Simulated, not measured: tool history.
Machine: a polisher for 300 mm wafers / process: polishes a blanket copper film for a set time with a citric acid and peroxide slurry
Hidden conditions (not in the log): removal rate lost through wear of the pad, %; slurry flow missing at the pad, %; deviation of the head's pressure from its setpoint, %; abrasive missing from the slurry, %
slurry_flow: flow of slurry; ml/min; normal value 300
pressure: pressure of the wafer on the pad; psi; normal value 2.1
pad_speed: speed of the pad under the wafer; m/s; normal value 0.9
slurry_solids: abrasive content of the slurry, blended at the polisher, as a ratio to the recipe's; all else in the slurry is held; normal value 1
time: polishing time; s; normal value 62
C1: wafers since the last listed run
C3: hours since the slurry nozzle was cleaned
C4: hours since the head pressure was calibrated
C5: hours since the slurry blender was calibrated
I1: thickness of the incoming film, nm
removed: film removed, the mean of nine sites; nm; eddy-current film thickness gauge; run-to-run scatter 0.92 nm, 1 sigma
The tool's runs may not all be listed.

Run 1, day 0: usual settings; C1 0; wafers polished on this pad 1638; C3 53.9; C4 97.1; C5 52.3; I1 1164.5. Result: removed 79.5 nm.
Run 2, day 2.125: usual settings; C1 354; wafers polished on this pad 1992; C3 104.9; C4 148.1; C5 103.3; I1 1196.5. Result: removed 80.5 nm.
Run 3, day 5.383: usual settings; C1 543; wafers polished on this pad 2536; C3 183.1; C4 226.3; C5 181.5; I1 1181.7. Result: removed 83 nm.
Run 4, day 7.562: usual settings but pressure 2.4 psi, time 75 s; C1 363; wafers polished on this pad 2899; C3 235.4; C4 278.6; C5 233.8; I1 1164.7. Result: removed 113.9 nm.
Run 5, day 10.267: usual settings but pressure 2.4 psi, time 75 s; C1 450; wafers polished on this pad 3350; C3 300.3; C4 343.5; C5 298.7; I1 1176. Result: removed 113.9 nm.
Run 6, day 11.775: usual settings but pressure 2.5 psi; C1 251; wafers polished on this pad 3602; C3 336.5; C4 379.7; C5 334.9; I1 1188.5. Result: removed 99.1 nm.
At day 13.721: worn pad replaced by a new one.
Run 7, day 16.012: usual settings but pressure 2.5 psi; C1 678; wafers polished on this pad 382; C3 438.2; C4 481.4; C5 436.6; I1 1178.5. Result: removed 98.2 nm.
At day 16.358: slurry nozzle cleaned.
At day 16.758: slurry blender recalibrated.
Run 8, day 19.104: usual settings but pressure 2.5 psi; C1 494; wafers polished on this pad 876; C3 65.9; C4 555.6; C5 56.3; I1 1175.4. Result: removed 97.9 nm.
Run 9, day 23.112: usual settings but slurry_solids 0.85; C1 668; wafers polished on this pad 1545; C3 162.1; C4 651.8; C5 152.5; I1 1187.6. Result: removed 82.1 nm.
Run 10, day 27.033: usual settings but slurry_solids 0.85; C1 653; wafers polished on this pad 2199; C3 256.2; C4 745.9; C5 246.6; I1 1178.7. Result: removed 82 nm.
Run 11, day 30.704: usual settings but slurry_flow 360 ml/min, pressure 1.6 psi; C1 612; wafers polished on this pad 2811; C3 344.3; C4 834; C5 334.7; I1 1159.2. Result: removed 67.9 nm.
At day 31.742: head pressure recalibrated.
Run 12, day 34.046: usual settings but time 45 s; C1 543; wafers polished on this pad 3354; C3 424.5; C4 55.3; C5 414.9; I1 1168.1. Result: removed 57.6 nm.
At day 34.396: slurry nozzle cleaned.
At day 34.979: slurry blender recalibrated.
At day 35.579: worn pad replaced by a new one.
Run 13, day 38.108: usual settings; C1 628; wafers polished on this pad 421; C3 89.1; C4 152.8; C5 75.1; I1 1179.5. Result: removed 82.5 nm.
Run 14, day 42.408: usual settings; C1 717; wafers polished on this pad 1138; C3 192.3; C4 256; C5 178.3; I1 1185.8. Result: removed 81.4 nm.
Run 15, day 45.8: usual settings but pad_speed 1.02 m/s, slurry_solids 0.8, time 76 s; C1 565; wafers polished on this pad 1704; C3 273.7; C4 337.4; C5 259.7; I1 1186.6. Result: removed 109.7 nm.
Run 16, day 47.996: usual settings; C1 366; wafers polished on this pad 2070; C3 326.4; C4 390.1; C5 312.4; I1 1178.3. Result: removed 83.4 nm.
Run 17, day 49.779: usual settings; C1 297; wafers polished on this pad 2367; C3 369.2; C4 432.9; C5 355.2; I1 1204.6. Result: removed 83 nm.
At day 52.954: slurry blender recalibrated.
Run 18, day 53.792: usual settings but slurry_flow 400 ml/min, slurry_solids 1.15, time 72 s; C1 655; wafers polished on this pad 3023; C3 465.5; C4 529.2; C5 20.1; I1 1181. Result: removed 101.9 nm.
At day 55.938: worn pad replaced by a new one, of another model than before.
Run 19, day 57.95: usual settings; C1 665; wafers polished on this pad 335; C3 565.3; C4 629; C5 119.9; I1 1168.4. Result: removed 83.8 nm.
At day 58.471: slurry nozzle cleaned.
Run 20, day 61.729: usual settings but slurry_flow 240 ml/min, pressure 2.6 psi, pad_speed 0.78 m/s; C1 623; wafers polished on this pad 958; C3 78.2; C4 719.7; C5 210.6; I1 1180.2. Result: removed 84.4 nm.
Run 21, day 64.092: usual settings but pad_speed 1.02 m/s; C1 393; wafers polished on this pad 1352; C3 134.9; C4 776.4; C5 267.3; I1 1184. Result: removed 92.2 nm.
Run 22, day 66.388: usual settings; C1 382; wafers polished on this pad 1735; C3 190; C4 831.5; C5 322.4; I1 1164.8. Result: removed 83.6 nm.
At day 66.912: head pressure recalibrated.
Run 23, day 69.2: usual settings but pressure 1.7 psi, time 76 s; C1 455; wafers polished on this pad 2190; C3 257.5; C4 54.9; C5 389.9; I1 1181.3. Result: removed 88.8 nm.
At day 72.225: slurry blender recalibrated.
Run 24, day 72.308: usual settings; C1 504; wafers polished on this pad 2695; C3 332.1; C4 129.5; C5 2; I1 1176.8. Result: removed 81.1 nm.
Run 25, day 74.025: usual settings but slurry_flow 255 ml/min, pressure 1.8 psi; C1 286; wafers polished on this pad 2981; C3 373.3; C4 170.7; C5 43.2; I1 1167.4. Result: removed 72.2 nm.
Run 26, day 77.604: usual settings; C1 596; wafers polished on this pad 3578; C3 459.2; C4 256.6; C5 129.1; I1 1161.6. Result: removed 83.5 nm.
At day 78.179: worn pad replaced by a new one.
At day 80.692: slurry nozzle cleaned.
Run 27, day 82.729: usual settings but slurry_flow 385 ml/min, pressure 2.4 psi; C1 819; wafers polished on this pad 751; C3 48.9; C4 379.6; C5 252.1; I1 1181.7. Result: removed 92.8 nm.
Run 28, day 87.058: usual settings but slurry_flow 355 ml/min; C1 721; wafers polished on this pad 1473; C3 152.8; C4 483.5; C5 356; I1 1170.3. Result: removed 86.2 nm.
Run 29, day 89.546: usual settings but pressure 2.6 psi, slurry_solids 0.9, time 80 s; C1 414; wafers polished on this pad 1888; C3 212.5; C4 543.2; C5 415.7; I1 1186.5. Result: removed 122.3 nm.
Run 30, day 95.142: usual settings but slurry_solids 0.9, time 75 s; C1 933; wafers polished on this pad 2821; C3 346.8; C4 677.5; C5 550; I1 1198.5. Result: removed 100.3 nm.
At day 95.429: slurry blender recalibrated.
Run 31, day 99.104: usual settings but slurry_solids 1.25; C1 646; wafers polished on this pad 3468; C3 441.9; C4 772.6; C5 88.2; I1 1177.1. Result: removed 90.8 nm.

Some steps in removed, run to run, broken into two amounts with sign: the step expected even without the hidden condition (settings, incoming material, random variation), and the rest, left for the hidden condition together with whatever gauge scatter is not in both the measured and the hidden-condition-free result:
Run 3 -> 4: pressure 2.1 -> 2.4, time 62 -> 75. removed +30.9 nm: hidden state +1, all else +29.9.
Run 11 -> 12: slurry_flow 360 -> 300, pressure 1.6 -> 2.1, time 62 -> 45, head pressure recalibrated. removed -10.3 nm: hidden state -4.9, all else -5.4.
Run 14 -> 15: pad_speed 0.9 -> 1.02, slurry_solids 1 -> 0.8, time 62 -> 76. removed +28.3 nm: hidden state +1.4, all else +26.9.
Run 22 -> 23: pressure 2.1 -> 1.7, time 62 -> 76, head pressure recalibrated. removed +5.2 nm: hidden state -3.1, all else +8.3.
Run 28 -> 29: slurry_flow 355 -> 300, pressure 2.1 -> 2.6, slurry_solids 1 -> 0.9, time 62 -> 80. removed +36.1 nm: hidden state +1.8, all else +34.3.
